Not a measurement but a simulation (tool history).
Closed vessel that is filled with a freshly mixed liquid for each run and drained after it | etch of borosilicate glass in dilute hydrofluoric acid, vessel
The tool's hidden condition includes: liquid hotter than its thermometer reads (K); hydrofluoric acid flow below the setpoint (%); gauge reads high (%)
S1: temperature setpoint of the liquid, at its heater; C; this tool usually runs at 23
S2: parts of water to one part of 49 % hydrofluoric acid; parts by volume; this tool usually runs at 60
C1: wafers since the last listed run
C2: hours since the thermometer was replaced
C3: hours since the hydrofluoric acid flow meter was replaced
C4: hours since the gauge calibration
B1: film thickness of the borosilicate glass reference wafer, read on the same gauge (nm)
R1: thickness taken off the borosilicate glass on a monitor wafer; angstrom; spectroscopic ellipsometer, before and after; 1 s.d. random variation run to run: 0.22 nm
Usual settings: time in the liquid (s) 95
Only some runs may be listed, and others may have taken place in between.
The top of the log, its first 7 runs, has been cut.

Run 8, day 14.662: usual settings; C1 4451; C2 643.3; C3 662.3; C4 515.8; B1 110.01. Result: R1 403.9 angstrom.
Run 9, day 16.183: usual settings; C1 3262; C2 679.8; C3 698.8; C4 552.3; B1 110. Result: R1 406.3 angstrom.
Run 10, day 18.829: usual settings; C1 5675; C2 743.3; C3 762.3; C4 615.8; B1 110.01. Result: R1 406.4 angstrom.
Run 11, day 19.908: usual settings but S1 21.5 C; C1 2315; C2 769.2; C3 788.2; C4 641.7; B1 110.01. Result: R1 375.1 angstrom.
Run 12, day 21.442: usual settings but S1 21.5 C; C1 3289; C2 806; C3 825; C4 678.5; B1 110.01. Result: R1 379.5 angstrom.
Run 13, day 22.45: usual settings; C1 2163; C2 830.2; C3 849.2; C4 702.7; B1 110. Result: R1 402.7 angstrom.
At day 23.279: hydrofluoric acid flow meter replaced.
Run 14, day 23.517: usual settings; C1 2198; C2 855.8; C3 5.7; C4 728.3; B1 109.99. Result: R1 405.1 angstrom.
Run 15, day 26.062: usual settings but S2 70 parts by volume, time in the liquid (s) 125; C1 5461; C2 916.9; C3 66.8; C4 789.4; B1 110. Result: R1 449.2 angstrom.
Run 16, day 28.242: usual settings but S1 18.5 C; C1 4674; C2 969.2; C3 119.1; C4 841.7; B1 110. Result: R1 338.2 angstrom.
Run 17, day 31.083: usual settings; C1 6096; C2 1037.4; C3 187.3; C4 909.9; B1 110.01. Result: R1 405.8 angstrom.
Run 18, day 33.412: usual settings; C1 4996; C2 1093.3; C3 243.2; C4 965.8; B1 110. Result: R1 405.7 angstrom.
At day 35.175: gauge calibrated.
At day 35.354: thermometer replaced.
Run 19, day 36.362: usual settings but S1 27.5 C, S2 35 parts by volume, time in the liquid (s) 45; C1 6239; C2 24.2; C3 314; C4 28.5; B1 110. Result: R1 407.2 angstrom.
Run 20, day 37.862: usual settings but S2 50 parts by volume; C1 3217; C2 60.2; C3 350; C4 64.5; B1 109.99. Result: R1 490.1 angstrom.
Run 21, day 39.992: usual settings but S1 25 C, S2 50 parts by volume, time in the liquid (s) 135; C1 4567; C2 111.3; C3 401.1; C4 115.6; B1 109.98. Result: R1 764.8 angstrom.
Run 22, day 42.446: usual settings but S2 80 parts by volume; C1 5264; C2 170.2; C3 460; C4 174.5; B1 110.01. Result: R1 295 angstrom.
Run 23, day 43.562: usual settings but S1 21.5 C, time in the liquid (s) 50; C1 2395; C2 197; C3 486.8; C4 201.3; B1 109.99. Result: R1 200.7 angstrom.
Run 24, day 45.383: usual settings but S1 27 C, time in the liquid (s) 80; C1 3906; C2 240.7; C3 530.5; C4 245; B1 110.01. Result: R1 400.6 angstrom.
Run 25, day 47.162: usual settings but S1 20.5 C, S2 30 parts by volume, time in the liquid (s) 45; C1 3816; C2 283.4; C3 573.2; C4 287.7; B1 110.01. Result: R1 358.4 angstrom.

Run 26, settings as shown, results not yet in. Your forecast:
Run 26, day 49.35: usual settings but S1 26 C, S2 70 parts by volume, time in the liquid (s) 50; C1 4692; C2 335.9; C3 625.7; C4 340.2; B1 ?. Result: R1 ?.

B1: 110.01
R1: 203.4 angstrom
With the hidden condition absent and the run-to-run variation left alone, this run would have shown R1 203.4 angstrom.

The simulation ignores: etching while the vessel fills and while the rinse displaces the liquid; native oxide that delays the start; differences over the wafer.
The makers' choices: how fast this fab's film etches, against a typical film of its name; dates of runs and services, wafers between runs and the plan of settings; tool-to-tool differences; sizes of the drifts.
